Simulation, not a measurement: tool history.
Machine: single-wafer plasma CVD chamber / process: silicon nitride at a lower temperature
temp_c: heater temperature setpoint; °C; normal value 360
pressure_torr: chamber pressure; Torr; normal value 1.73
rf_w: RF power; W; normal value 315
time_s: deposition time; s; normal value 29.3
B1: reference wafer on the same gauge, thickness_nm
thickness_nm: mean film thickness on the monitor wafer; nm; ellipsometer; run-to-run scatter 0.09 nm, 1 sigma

Run 1, hour 0: usual settings; B1 31.003. Result: thickness_nm 38.158 nm.
At hour 28.3: capacitance manometer re-zeroed and calibrated.
At hour 31.2: showerhead replaced.
Run 2, hour 33.3: usual settings; B1 31.003. Result: thickness_nm 36.973 nm.
Run 3, hour 57.6: usual settings; B1 31.016. Result: thickness_nm 37.094 nm.
Run 4, hour 90.5: usual settings; B1 31.009. Result: thickness_nm 37.109 nm.
At hour 116: thermocouple changed; heater temperature recalibrated.
Run 5, hour 121.7: usual settings; B1 30.978. Result: thickness_nm 37.063 nm.
Run 6, hour 150.3: usual settings; B1 30.983. Result: thickness_nm 36.784 nm.
Run 7, hour 170.8: usual settings but rf_w 270 W; B1 31.003. Result: thickness_nm 33.6 nm.
Run 8, hour 204.2: usual settings but rf_w 270 W; B1 30.994. Result: thickness_nm 33.54 nm.
Run 9, hour 221.5: usual settings but rf_w 370 W; B1 31.013. Result: thickness_nm 40.324 nm.
Run 10, hour 255.5: usual settings; B1 31.001. Result: thickness_nm 36.633 nm.
Run 11, hour 275.5: usual settings but rf_w 255 W, time_s 26.1 s; B1 31.014. Result: thickness_nm 28.722 nm.
Run 12, hour 310.7: usual settings but pressure_torr 1.87 Torr, rf_w 330 W; B1 31.008. Result: thickness_nm 38.805 nm.
Run 13, hour 331: usual settings; B1 31.019. Result: thickness_nm 36.548 nm.
Run 14, hour 359.8: usual settings but temp_c 368 °C, rf_w 330 W; B1 30.993. Result: thickness_nm 37.363 nm.
Run 15, hour 379.7: usual settings; B1 30.988. Result: thickness_nm 36.456 nm.
Run 16, hour 412.4: usual settings but temp_c 364 °C, pressure_torr 2 Torr, rf_w 255 W, time_s 35 s; B1 30.972. Result: thickness_nm 40.306 nm.
At hour 450: RF generator calibrated.
Run 17, hour 450.5: usual settings; B1 30.99. Result: thickness_nm 38.207 nm.
Run 18, hour 465.9: usual settings but pressure_torr 1.48 Torr, time_s 25.9 s; B1 30.978. Result: thickness_nm 31.612 nm.
Run 19, hour 497: usual settings but temp_c 375 °C, pressure_torr 1.55 Torr, rf_w 300 W; B1 31.015. Result: thickness_nm 35.297 nm.
At hour 516.2: gauge calibrated.
Run 20, hour 518.7: usual settings but temp_c 372 °C, rf_w 270 W, time_s 31.1 s; B1 30.994. Result: thickness_nm 36.747 nm.
Run 21, hour 552.3: usual settings but temp_c 348 °C; B1 31.004. Result: thickness_nm 38.438 nm.
Run 22, hour 576.7: usual settings but temp_c 351 °C, pressure_torr 1.44 Torr; B1 30.994. Result: thickness_nm 35.41 nm.
Run 23, hour 594.1: usual settings but temp_c 374 °C, rf_w 340 W; B1 31.004. Result: thickness_nm 39.936 nm.
Run 24, hour 617.1: usual settings but temp_c 367 °C, time_s 23.6 s; B1 30.986. Result: thickness_nm 30.751 nm.
Run 25, hour 652.7: usual settings; B1 31.007. Result: thickness_nm 38.192 nm.
Run 26, hour 687.7: usual settings but pressure_torr 1.93 Torr; B1 31.01. Result: thickness_nm 39.915 nm.
Run 27, hour 709.4: usual settings; B1 30.981. Result: thickness_nm 38.323 nm.
Run 28, hour 732: usual settings; B1 30.973. Result: thickness_nm 38.171 nm.
Run 29, hour 753.5: usual settings; B1 30.998. Result: thickness_nm 38.184 nm.

Below are 3 alternative next runs, each starting from the tool's condition after run 29. Predict each:
Run A, hour 753.9: usual settings but pressure_torr 1.55 Torr; B1 ?. Result: thickness_nm ?.
Run B, hour 753.9: usual settings but pressure_torr 1.87 Torr; B1 ?. Result: thickness_nm ?.
Run C, hour 753.9: usual settings but pressure_torr 1.49 Torr, rf_w 265 W; B1 ?. Result: thickness_nm ?.

run      B1  thickness_nm
  A  31.003        36.487
  B  31.003        39.491
  C  31.003        32.311
Without the tool's unlogged condition, the same runs would have read:
run  thickness_nm
  A        36.564
  B         39.59
  C        32.394
